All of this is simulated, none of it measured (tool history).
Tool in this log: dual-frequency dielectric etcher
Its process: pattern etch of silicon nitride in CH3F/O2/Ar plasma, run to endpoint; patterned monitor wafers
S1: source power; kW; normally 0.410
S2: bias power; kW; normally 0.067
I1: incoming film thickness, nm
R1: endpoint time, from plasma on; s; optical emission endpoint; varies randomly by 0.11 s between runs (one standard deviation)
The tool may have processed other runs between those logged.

run    hour     S1     S2     I1    R1
  1     0.0  0.410  0.067  25.79  36.2
  2    29.4  0.460  0.073  26.27  34.7
  3    95.8  0.460  0.073  26.10  34.6
  4   145.9  0.460  0.073  25.96  34.5
  5   177.8  0.360  0.058  26.10  40.3
  6   222.0  0.360  0.058  26.16  40.8
  7   275.5  0.410  0.067  26.26  37.2
  8   310.6  0.410  0.067  25.97  36.9
      365.2  -- wet clean of the chamber
  9   372.9  0.410  0.067  26.02  35.8
 10   473.6  0.410  0.067  25.94  35.8
 11   499.9  0.410  0.067  26.21  36.2
 12   539.9  0.410  0.067  25.98  35.9
 13   595.9  0.410  0.067  26.07  35.9
 14   621.1  0.320  0.079  26.20  35.3
 15   670.8  0.410  0.067  26.13  36.5
 16   726.7  0.410  0.067  25.98  36.2
 17   780.4  0.440  0.081  26.16  33.1
 18   808.5  0.350  0.075  26.29  36.0
      815.5  -- bias power generator calibrated
 19   848.8  0.350  0.067  25.96  38.0
      893.4  -- upper electrode replaced
 20   893.9  0.470  0.074  25.91  34.4
      944.2  -- wet clean of the chamber
 21   944.7  0.410  0.067  26.25  36.5
 22   990.9  0.490  0.083  26.10  31.8
     1070.2  -- source power generator calibrated
 23  1188.3  0.350  0.058  25.98  40.2
 24  1307.2  0.440  0.056  26.20  39.5
 25  1344.8  0.410  0.072  25.99  35.3
 26  1405.0  0.360  0.058  26.32  40.6

Each row is a separate what-if for the run after 26, all from the same tool condition, not one after another. Results?
  A  1405.4  0.440  0.067  26.14   ?
  B  1405.4  0.470  0.077  26.14   ?
  C  1405.4  0.470  0.059  26.14   ?
  D  1405.4  0.500  0.074  26.14   ?
  E  1405.4  0.410  0.075  26.14   ?

run    R1
  A  36.5
  B  33.8
  C  38.2
  D  33.9
  E  35.1
With no hidden state in the tool, these same runs would have given:
run    R1
  A  36.2
  B  33.5
  C  37.9
  D  33.7
  E  34.8
